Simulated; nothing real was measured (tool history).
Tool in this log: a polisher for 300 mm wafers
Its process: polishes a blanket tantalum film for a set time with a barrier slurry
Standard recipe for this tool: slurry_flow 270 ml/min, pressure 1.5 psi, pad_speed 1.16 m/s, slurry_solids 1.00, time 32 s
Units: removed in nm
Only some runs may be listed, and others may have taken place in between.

run	hour	slurry_flow	pressure	pad_speed	slurry_solids	time	incoming thickness of the incoming film, nm	removed
1	0.0	270	1.5	1.16	1.00	32	233.1	43.6
2	59.4	270	1.5	1.16	1.00	32	229.3	42.8
3	110.0	270	1.3	1.16	1.10	32	233.2	40.2
# hour 126.2: head pressure recalibrated
4	158.5	270	1.3	1.16	1.10	32	231.1	39.5
5	211.7	270	1.3	1.16	1.10	32	229.4	38.4
6	265.0	335	1.5	1.16	1.00	32	228.3	41.5
# hour 271.5: worn pad replaced by a new one
7	333.1	335	1.5	1.16	1.00	32	228.4	44.3
# hour 339.2: slurry blender recalibrated
8	369.4	270	1.5	1.16	1.00	32	232.4	43.4
9	393.5	295	1.5	1.16	1.00	32	232.9	44.0
10	422.7	295	1.5	1.16	1.00	32	233.4	43.8
11	481.2	295	1.5	1.16	1.00	32	229.0	43.3
12	552.8	270	1.5	1.16	1.15	32	227.3	43.2
# hour 606.8: worn pad replaced by a new one
13	619.0	270	1.5	1.16	1.15	32	232.3	44.3
# hour 639.1: slurry nozzle cleaned
# hour 735.9: slurry blender recalibrated
14	804.8	270	1.5	1.16	1.00	32	231.5	44.3
15	864.1	270	1.5	1.16	1.00	32	228.6	41.1
16	923.4	180	1.5	1.16	1.00	41	227.1	49.9
# hour 927.5: worn pad replaced by a new one
17	958.1	300	1.9	1.36	1.20	32	232.2	62.4
18	1026.4	270	1.5	1.16	1.00	32	231.2	43.6
19	1096.7	270	1.3	0.94	1.00	32	229.1	31.7
# hour 1107.3: slurry blender recalibrated
20	1127.9	240	1.5	1.16	1.00	32	226.8	42.3
21	1155.0	175	1.5	1.36	1.30	21	231.2	32.0
22	1180.3	270	1.5	1.16	1.00	32	230.8	42.0
# hour 1249.5: worn pad replaced by a new one
23	1250.0	270	1.3	0.92	1.00	41	228.8	41.0
# hour 1255.6: head pressure recalibrated
24	1290.7	195	1.5	1.02	0.85	42	227.8	48.7
25	1339.4	270	1.5	1.16	1.00	32	226.6	44.0
26	1370.5	270	1.5	0.92	1.00	32	227.6	34.3
# hour 1383.3: slurry nozzle cleaned
27	1436.0	300	1.9	1.16	0.90	32	232.8	50.9
28	1468.5	330	1.9	1.00	1.15	32	227.8	46.1
29	1509.8	270	1.5	1.16	1.00	32	225.5	42.8
# hour 1535.3: worn pad replaced by a new one
30	1557.0	270	1.5	1.16	1.00	32	230.8	43.9
# hour 1586.7: slurry blender recalibrated
31	1618.4	270	1.5	1.16	1.00	32	226.3	44.1

Subtracting, for every run, the result it would have given without the tool's unlogged condition from the measured result gives the following. The same run-to-run variation enters both numbers; the gauge's scatter may not:
Hidden conditions of the tool in this case: removal rate lost through wear of the pad, %; slurry flow missing at the pad, %; deviation of the head's pressure from its setpoint, %; abrasive missing from the slurry, %.
run	removed
1	-0.2
2	-0.5
3	-0.8
4	-1.3
5	-2.0
6	-3.2
7	-0.6
8	-0.7
9	-0.9
10	-1.2
11	-1.8
12	-3.0
13	-0.3
14	-1.5
15	-2.2
16	-4.1
17	-0.3
18	-0.4
19	-0.8
20	-1.4
21	-1.3
22	-2.1
23	-0.1
24	-0.1
25	-0.3
26	-0.4
27	-1.3
28	-1.6
29	-2.1
30	-0.3
31	-0.5
